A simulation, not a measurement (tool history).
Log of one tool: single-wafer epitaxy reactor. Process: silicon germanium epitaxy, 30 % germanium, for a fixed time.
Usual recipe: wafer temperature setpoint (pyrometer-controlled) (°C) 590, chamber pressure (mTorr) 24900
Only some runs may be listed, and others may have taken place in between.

| run | day | wafer temperature setpoint (pyrometer-controlled) (°C) | chamber pressure (mTorr) | read-back reference wafer on the same gauge, thickness_nm | mean film thickness on the monitor wafer (angstrom) |
|---|---|---|---|---|---|
| 1 | 0.000 | 590 | 24900 | 58.517 | 537.07 |
| 2 | 1.329 | 590 | 24900 | 58.626 | 537.72 |
| 3 | 4.125 | 590 | 24900 | 58.665 | 533.56 |
| 4 | 5.496 | 590 | 24900 | 58.573 | 534.00 |
| 5 | 7.112 | 590 | 24900 | 58.656 | 532.99 |
| 6 | 8.383 | 579 | 24900 | 58.653 | 446.14 |
| 7 | 10.533 | 579 | 24900 | 58.589 | 445.33 |
| 8 | 13.488 | 579 | 24900 | 58.597 | 444.53 |
| 9 | 16.138 | 590 | 24900 | 58.577 | 529.76 |
| 10 | 18.542 | 590 | 29200 | 58.605 | 578.11 |
| 11 | 19.975 | 590 | 29200 | 58.700 | 573.09 |
|  | 20.917 | gauge calibrated |
|  | 21.946 | capacitance manometer re-zeroed and calibrated |
| 12 | 22.483 | 590 | 26600 | 58.612 | 542.48 |
| 13 | 25.292 | 590 | 24900 | 58.599 | 526.86 |
| 14 | 26.638 | 577 | 24900 | 58.545 | 422.11 |
| 15 | 28.125 | 590 | 24900 | 58.637 | 522.07 |
| 16 | 30.679 | 590 | 24900 | 58.565 | 521.74 |
| 17 | 32.838 | 590 | 24900 | 58.558 | 520.78 |
|  | 34.221 | pyrometer calibrated |
| 18 | 35.262 | 605 | 23200 | 58.588 | 618.90 |
|  | 36.567 | showerhead replaced |
| 19 | 37.662 | 590 | 24900 | 58.571 | 504.03 |
| 20 | 40.612 | 583 | 29900 | 58.618 | 495.28 |
| 21 | 41.942 | 580 | 24900 | 58.636 | 427.27 |
| 22 | 43.554 | 585 | 24900 | 58.572 | 465.26 |
| 23 | 45.362 | 590 | 19700 | 58.561 | 438.98 |
|  | 46.733 | pyrometer calibrated, repeated, since the last time left the tool worse |
| 24 | 47.362 | 590 | 24900 | 58.590 | 545.91 |
|  | 50.558 | gauge calibrated |
| 25 | 52.262 | 590 | 28300 | 58.542 | 585.86 |
| 26 | 53.383 | 599 | 26900 | 58.545 | 656.59 |

Exercise: give the hidden state of the tool at every run:
true pressure above the setpoint (%): 0 on each run
gauge reads high (%): 0 on each run
H1: wafer temperature above the value expected at the setpoint (K)
| run | H1 |
|---|---|
| 1 | -0.919 |
| 2 | -0.967 |
| 3 | -1.07 |
| 4 | -1.13 |
| 5 | -1.2 |
| 6 | -1.25 |
| 7 | -1.35 |
| 8 | -1.49 |
| 9 | -1.62 |
| 10 | -1.74 |
| 11 | -1.82 |
| 12 | -1.96 |
| 13 | -2.12 |
| 14 | -2.21 |
| 15 | -2.3 |
| 16 | -2.46 |
| 17 | -2.6 |
| 18 | -4.5 |
| 19 | -4.5 |
| 20 | -4.52 |
| 21 | -4.53 |
| 22 | -4.54 |
| 23 | -4.56 |
| 24 | 0.324 |
| 25 | 0.31 |
| 26 | 0.303 |
